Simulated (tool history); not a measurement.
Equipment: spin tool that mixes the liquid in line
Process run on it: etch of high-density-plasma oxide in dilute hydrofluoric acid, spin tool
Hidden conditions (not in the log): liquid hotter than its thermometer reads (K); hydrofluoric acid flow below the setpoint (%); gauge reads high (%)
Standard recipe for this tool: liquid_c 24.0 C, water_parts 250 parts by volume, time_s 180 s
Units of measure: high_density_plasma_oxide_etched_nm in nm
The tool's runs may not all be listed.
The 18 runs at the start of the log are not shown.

run,hour,liquid_c,water_parts,time_s,wafers since the last listed run,hours since the thermometer was replaced,hours since the hydrofluoric acid flow meter was replaced,hours since the gauge calibration,"read-back film thickness of the high-density-plasma oxide reference wafer, read on the same gauge (nm)",high_density_plasma_oxide_etched_nm
19,966.3,24.0,370,280,211,1765.8,657.6,284.8,149.994,3.480
20,1011.5,24.0,375,95,239,1811.0,702.8,330.0,150.016,1.166
# hour 1034.5: thermometer replaced
21,1054.2,24.0,300,135,220,19.7,745.5,372.7,149.999,2.134
22,1116.1,24.0,355,95,327,81.6,807.4,434.6,150.007,1.224
23,1158.1,24.0,250,180,222,123.6,849.4,476.6,150.014,3.610
# hour 1182.9: hydrofluoric acid flow meter replaced
24,1214.9,24.0,250,180,295,180.4,32.0,533.4,150.017,3.635
25,1245.6,21.5,250,245,162,211.1,62.7,564.1,150.035,4.528
26,1271.0,27.5,195,105,134,236.5,88.1,589.5,150.032,3.301
27,1326.4,26.5,175,215,293,291.9,143.5,644.9,150.023,7.458
28,1382.9,24.0,335,215,299,348.4,200.0,701.4,150.019,2.971

What does the tool deliver on the next run?
29,1427.5,25.5,250,180,236,393.0,244.6,746.0,?,?

read-back film thickness of the high-density-plasma oxide reference wafer, read on the same gauge (nm): 149.969
high_density_plasma_oxide_etched_nm: 3.837 nm
With no hidden state in the tool, this same run would have given high_density_plasma_oxide_etched_nm 3.769 nm.
